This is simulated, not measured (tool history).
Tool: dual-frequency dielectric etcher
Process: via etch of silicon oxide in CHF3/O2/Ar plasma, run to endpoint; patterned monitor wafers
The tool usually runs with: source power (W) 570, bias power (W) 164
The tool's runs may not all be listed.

run    hour  source power (W)  bias power (W)  incoming incoming film thickness, nm  endpoint time (s)
  1     0.0               570             193                                 649.6              313.7
  2    46.0               570             193                                 654.8              321.8
  3    93.9               570             193                                 656.8              323.8
  4   171.1               570             133                                 656.7              373.4
  5   232.1               570             133                                 651.1              373.6
      295.7  -- wet clean of the chamber
  6   296.2               570             133                                 664.9              347.2
      345.1  -- bias power generator calibrated
  7   380.3               570             164                                 659.8              323.7
      484.6  -- wet clean of the chamber, repeated, since the last time left the tool worse
  8   485.1               570             164                                 662.1              341.4
  9   569.5               660             189                                 652.4              303.1
      594.2  -- source power generator calibrated
      630.7  -- upper electrode replaced
 10   650.7               460             150                                 662.5              389.5
 11   731.6               650             130                                 653.0              355.5
 12   820.5               470             164                                 663.0              384.6
 13   872.6               570             164                                 653.5              350.5
      902.0  -- wet clean of the chamber
 14   955.7               570             164                                 656.3              337.5
 15  1057.6               710             164                                 660.4              320.7
 16  1094.2               510             142                                 656.4              381.3
 17  1138.2               570             193                                 657.3              327.5

Each row is a separate what-if for the run after 17, all from the same tool condition, not one after another. Results?
  A  1138.7               570             177                                 660.9                  ?
  B  1138.7               700             147                                 660.9                  ?
  C  1138.7               450             146                                 660.9                  ?

run  endpoint time (s)
  A              338.2
  B              336.5
  C              397.4
Without the tool's unlogged condition, the same runs would have read:
run  endpoint time (s)
  A              329.7
  B              328.1
  C              387.5
